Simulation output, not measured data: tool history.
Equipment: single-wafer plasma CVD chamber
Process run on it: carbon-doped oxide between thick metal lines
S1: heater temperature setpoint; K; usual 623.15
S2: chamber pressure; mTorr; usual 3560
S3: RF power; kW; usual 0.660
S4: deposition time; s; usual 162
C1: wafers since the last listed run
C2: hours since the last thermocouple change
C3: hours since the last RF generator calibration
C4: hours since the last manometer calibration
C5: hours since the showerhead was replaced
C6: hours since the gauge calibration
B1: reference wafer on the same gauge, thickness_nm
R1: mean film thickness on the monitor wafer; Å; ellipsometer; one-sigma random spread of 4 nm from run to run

run 1 hour=0.0 | S1=623.15 S2=3560 S3=0.660 S4=162 | C1=0 C2=1082.6 C3=1608.2 C4=968.3 C5=3181.3 C6=15.9 | B1=831.134 | R1=8378.65
run 2 hour=32.2 | S1=623.15 S2=3560 S3=0.660 S4=162 | C1=275 C2=1114.8 C3=1640.4 C4=1000.5 C5=3213.5 C6=48.1 | B1=828.826 | R1=8299.05
run 3 hour=49.3 | S1=614.15 S2=3560 S3=0.660 S4=162 | C1=146 C2=1131.9 C3=1657.5 C4=1017.6 C5=3230.6 C6=65.2 | B1=829.886 | R1=8497.60
run 4 hour=68.9 | S1=614.15 S2=3560 S3=0.660 S4=162 | C1=167 C2=1151.5 C3=1677.1 C4=1037.2 C5=3250.2 C6=84.8 | B1=829.388 | R1=8452.85
run 5 hour=89.8 | S1=614.15 S2=3560 S3=0.660 S4=162 | C1=178 C2=1172.4 C3=1698.0 C4=1058.1 C5=3271.1 C6=105.7 | B1=829.884 | R1=8376.95
-- hour=106.9 thermocouple changed; heater temperature recalibrated
run 6 hour=107.4 | S1=623.15 S2=4250 S3=0.660 S4=162 | C1=82 C2=0.5 C3=1715.6 C4=1075.7 C5=3288.7 C6=123.3 | B1=829.945 | R1=8469.19
run 7 hour=124.4 | S1=623.15 S2=3560 S3=0.660 S4=162 | C1=145 C2=17.5 C3=1732.6 C4=1092.7 C5=3305.7 C6=140.3 | B1=829.171 | R1=8218.27
run 8 hour=158.5 | S1=623.15 S2=3560 S3=0.660 S4=162 | C1=292 C2=51.6 C3=1766.7 C4=1126.8 C5=3339.8 C6=174.4 | B1=828.380 | R1=8246.37
run 9 hour=184.3 | S1=623.15 S2=3560 S3=0.775 S4=162 | C1=220 C2=77.4 C3=1792.5 C4=1152.6 C5=3365.6 C6=200.2 | B1=830.149 | R1=9001.51
-- hour=196.4 showerhead replaced
run 10 hour=217.9 | S1=623.15 S2=3820 S3=0.585 S4=162 | C1=219 C2=111.0 C3=1826.1 C4=1186.2 C5=21.5 C6=233.8 | B1=829.137 | R1=7818.93
run 11 hour=233.8 | S1=623.15 S2=3560 S3=0.660 S4=162 | C1=136 C2=126.9 C3=1842.0 C4=1202.1 C5=37.4 C6=249.7 | B1=830.524 | R1=8261.96
run 12 hour=249.2 | S1=623.15 S2=3560 S3=0.660 S4=162 | C1=131 C2=142.3 C3=1857.4 C4=1217.5 C5=52.8 C6=265.1 | B1=830.987 | R1=8201.22
-- hour=269.8 capacitance manometer re-zeroed and calibrated
run 13 hour=280.2 | S1=610.15 S2=3560 S3=0.660 S4=185 | C1=196 C2=173.3 C3=1888.4 C4=10.4 C5=83.8 C6=296.1 | B1=829.740 | R1=9653.66
run 14 hour=315.4 | S1=623.15 S2=3560 S3=0.785 S4=162 | C1=301 C2=208.5 C3=1923.6 C4=45.6 C5=119.0 C6=331.3 | B1=831.091 | R1=8950.14
run 15 hour=338.9 | S1=623.15 S2=3560 S3=0.660 S4=162 | C1=201 C2=232.0 C3=1947.1 C4=69.1 C5=142.5 C6=354.8 | B1=830.233 | R1=8187.71
run 16 hour=351.2 | S1=627.15 S2=3980 S3=0.660 S4=191 | C1=105 C2=244.3 C3=1959.4 C4=81.4 C5=154.8 C6=367.1 | B1=827.501 | R1=9705.48
run 17 hour=380.1 | S1=623.15 S2=4390 S3=0.615 S4=192 | C1=247 C2=273.2 C3=1988.3 C4=110.3 C5=183.7 C6=396.0 | B1=831.303 | R1=9755.12
run 18 hour=402.1 | S1=617.15 S2=4070 S3=0.540 S4=182 | C1=188 C2=295.2 C3=2010.3 C4=132.3 C5=205.7 C6=418.0 | B1=830.139 | R1=8600.82
run 19 hour=433.3 | S1=614.15 S2=3560 S3=0.660 S4=162 | C1=267 C2=326.4 C3=2041.5 C4=163.5 C5=236.9 C6=449.2 | B1=828.927 | R1=8353.47
run 20 hour=446.1 | S1=616.15 S2=2930 S3=0.575 S4=183 | C1=109 C2=339.2 C3=2054.3 C4=176.3 C5=249.7 C6=462.0 | B1=828.950 | R1=8554.60
-- hour=466.9 RF generator calibrated
run 21 hour=467.4 | S1=612.15 S2=2880 S3=0.660 S4=162 | C1=113 C2=360.5 C3=0.5 C4=197.6 C5=271.0 C6=483.3 | B1=829.243 | R1=8417.34
run 22 hour=487.7 | S1=629.15 S2=3560 S3=0.695 S4=162 | C1=173 C2=380.8 C3=20.8 C4=217.9 C5=291.3 C6=503.6 | B1=832.063 | R1=8605.31
run 23 hour=507.0 | S1=623.15 S2=3560 S3=0.660 S4=162 | C1=165 C2=400.1 C3=40.1 C4=237.2 C5=310.6 C6=522.9 | B1=827.389 | R1=8388.73
run 24 hour=542.9 | S1=623.15 S2=3560 S3=0.660 S4=162 | C1=307 C2=436.0 C3=76.0 C4=273.1 C5=346.5 C6=558.8 | B1=829.818 | R1=8361.29
run 25 hour=556.8 | S1=632.15 S2=3560 S3=0.660 S4=193 | C1=119 C2=449.9 C3=89.9 C4=287.0 C5=360.4 C6=572.7 | B1=831.981 | R1=9807.55
run 26 hour=663.1 | S1=613.15 S2=2740 S3=0.660 S4=136 | C1=910 C2=556.2 C3=196.2 C4=393.3 C5=466.7 C6=679.0 | B1=828.235 | R1=7102.54
run 27 hour=677.2 | S1=635.15 S2=3070 S3=0.695 S4=151 | C1=120 C2=570.3 C3=210.3 C4=407.4 C5=480.8 C6=693.1 | B1=828.361 | R1=7700.29
-- hour=685.1 gauge calibrated
run 28 hour=709.3 | S1=623.15 S2=3560 S3=0.550 S4=134 | C1=274 C2=602.4 C3=242.4 C4=439.5 C5=512.9 C6=24.2 | B1=828.855 | R1=6405.41
run 29 hour=740.8 | S1=634.15 S2=3310 S3=0.695 S4=183 | C1=269 C2=633.9 C3=273.9 C4=471.0 C5=544.4 C6=55.7 | B1=830.936 | R1=9376.61

Below are 3 alternative next runs, each starting from the tool's condition after run 29. Predict each:
run A hour=741.2 | S1=623.15 S2=3560 S3=0.660 S4=162 | C1=3 C2=634.3 C3=274.3 C4=471.4 C5=544.8 C6=56.1 | B1=? | R1=?
run B hour=741.2 | S1=623.15 S2=3560 S3=0.535 S4=149 | C1=3 C2=634.3 C3=274.3 C4=471.4 C5=544.8 C6=56.1 | B1=? | R1=?
run C hour=741.2 | S1=628.15 S2=4310 S3=0.745 S4=145 | C1=3 C2=634.3 C3=274.3 C4=471.4 C5=544.8 C6=56.1 | B1=? | R1=?

run=A B1=829.235 R1=8437.82
run=B B1=829.235 R1=6990.17
run=C B1=829.235 R1=8189.34
What these runs would have given with no unlogged condition in the tool:
run=A R1=8499.90
run=B R1=7043.89
run=C R1=8249.59
